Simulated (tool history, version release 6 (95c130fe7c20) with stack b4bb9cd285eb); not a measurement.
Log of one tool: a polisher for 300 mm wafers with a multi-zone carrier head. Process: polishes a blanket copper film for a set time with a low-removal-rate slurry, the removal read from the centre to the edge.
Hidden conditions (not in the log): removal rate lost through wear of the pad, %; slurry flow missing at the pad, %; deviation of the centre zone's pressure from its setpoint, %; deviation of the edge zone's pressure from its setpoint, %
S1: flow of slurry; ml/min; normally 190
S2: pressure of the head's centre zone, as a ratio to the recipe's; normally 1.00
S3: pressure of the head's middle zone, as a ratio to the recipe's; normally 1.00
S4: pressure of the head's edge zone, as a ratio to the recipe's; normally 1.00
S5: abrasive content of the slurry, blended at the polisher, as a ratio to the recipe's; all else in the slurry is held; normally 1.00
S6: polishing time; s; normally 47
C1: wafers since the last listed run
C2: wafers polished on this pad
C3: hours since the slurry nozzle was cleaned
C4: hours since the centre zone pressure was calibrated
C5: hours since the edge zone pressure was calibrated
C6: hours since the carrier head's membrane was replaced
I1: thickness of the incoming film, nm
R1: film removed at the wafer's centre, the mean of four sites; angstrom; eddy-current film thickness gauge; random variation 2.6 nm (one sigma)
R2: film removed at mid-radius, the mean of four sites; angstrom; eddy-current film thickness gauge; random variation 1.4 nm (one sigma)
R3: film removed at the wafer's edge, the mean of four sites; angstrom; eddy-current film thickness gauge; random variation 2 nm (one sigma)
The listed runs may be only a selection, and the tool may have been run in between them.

run   hour   S1    S2    S3    S4    S5  S6    C1    C2     C3      C4      C5      C6     I1    R1    R2    R3
  1    0.0  190  1.00  1.00  1.00  1.00  34     0   311  209.8  1224.7  1229.3  1134.4  780.1  1396  1436  1421
  2   13.6  190  1.02  1.00  1.00  1.00  47   150   461  223.4  1238.3  1242.9  1148.0  760.8  1959  1950  2008
  3   39.4  155  1.00  1.00  1.00  1.00  47   284   746  249.2  1264.1  1268.7  1173.8  770.0  1830  1845  1889
  4   54.9  190  1.00  1.00  1.00  1.00  42   171   917  264.7  1279.6  1284.2  1189.3  762.9  1725  1709  1746
  5   71.6  190  1.00  1.00  1.00  1.00  42   184  1101  281.4  1296.3  1300.9  1206.0  769.2  1637  1690  1724
  6   83.6  190  1.00  1.00  1.00  1.00  42   132  1234  293.4  1308.3  1312.9  1218.0  773.3  1697  1667  1719
      99.1  -- worn pad replaced by a new one
  7  116.6  190  1.00  1.00  1.00  1.00  47   320   193  326.4  1341.3  1345.9  1251.0  773.4  1725  1789  1753
     141.1  -- edge zone pressure recalibrated
     144.3  -- carrier head's membrane replaced by a new one
  8  184.7  190  1.00  1.00  1.00  1.00  47   693   886  394.5  1409.4    43.6    40.4  769.8  1678  1698  1733
  9  202.5  190  1.00  1.00  1.00  1.00  55   196  1083  412.3  1427.2    61.4    58.2  769.7  1977  1975  2023
     211.7  -- slurry nozzle cleaned
 10  220.7  190  1.00  1.00  1.00  1.00  47   189  1273    9.0  1445.4    79.6    76.4  769.3  1621  1671  1705
     231.4  -- worn pad replaced by a new one, repeated, since the last time left the tool worse
 11  242.1  150  0.91  1.00  0.94  1.00  58   192   118   30.4  1466.8   101.0    97.8  771.4  2089  2317  2363
 12  255.4  190  1.00  0.94  1.00  1.25  47   146   264   43.7  1480.1   114.3   111.1  781.4  2052  1984  2115
 13  287.0  190  1.00  1.00  1.00  1.00  32   348   613   75.3  1511.7   145.9   142.7  778.3  1313  1304  1356
 14  321.4  190  1.05  1.00  1.00  1.00  47   379   993  109.7  1546.1   180.3   177.1  767.9  1942  1913  1940
 15  334.0  190  1.11  1.00  1.00  1.00  47   139  1132  122.3  1558.7   192.9   189.7  772.0  2097  1887  1913
 16  351.3  190  1.00  1.06  1.10  1.00  47   190  1323  139.6  1576.0   210.2   207.0  757.0  1821  1961  1987
     362.5  -- worn pad replaced by a new one
 17  376.1  190  1.00  1.00  1.00  0.90  59   229   150  164.4  1600.8   235.0   231.8  765.2  2307  2379  2477
     381.9  -- centre zone pressure recalibrated
 18  397.0  190  1.00  1.07  1.07  1.00  47   208   358  185.3    15.1   255.9   252.7  765.2  1881  2079  2062
     483.7  -- worn pad replaced by a new one
 19  502.9  190  1.00  1.00  1.00  0.90  59  1124   212  291.2   121.0   361.8   358.6  770.9  2349  2408  2485
 20  532.7  135  0.95  1.00  1.00  1.00  47   328   541  321.0   150.8   391.6   388.4  758.7  1676  1817  1841

Branching from run 20: 5 alternative next runs. What would each branch give?
  A  533.1  240  1.00  1.00  1.00  1.00  47   4  545  321.4  151.2  392.0  388.8  777.1   ?   ?   ?
  B  533.1  190  1.00  1.00  1.11  0.75  47   4  545  321.4  151.2  392.0  388.8  777.1   ?   ?   ?
  C  533.1  190  1.07  1.00  1.00  1.00  47   4  545  321.4  151.2  392.0  388.8  777.1   ?   ?   ?
  D  533.1  135  1.03  1.00  1.00  0.75  53   4  545  321.4  151.2  392.0  388.8  777.1   ?   ?   ?
  E  533.1  140  0.89  1.07  1.00  1.00  47   4  545  321.4  151.2  392.0  388.8  777.1   ?   ?   ?

run    R1    R2    R3
  A  1971  1983  2021
  B  1776  1793  1928
  C  2030  1915  1970
  D  1905  1884  1976
  E  1574  1908  1881
Stripped of hidden state, with their random variation kept, the same runs would have yielded:
run    R1    R2    R3
  A  2015  2027  2067
  B  1816  1833  1971
  C  2076  1958  2014
  D  1948  1926  2020
  E  1609  1950  1923

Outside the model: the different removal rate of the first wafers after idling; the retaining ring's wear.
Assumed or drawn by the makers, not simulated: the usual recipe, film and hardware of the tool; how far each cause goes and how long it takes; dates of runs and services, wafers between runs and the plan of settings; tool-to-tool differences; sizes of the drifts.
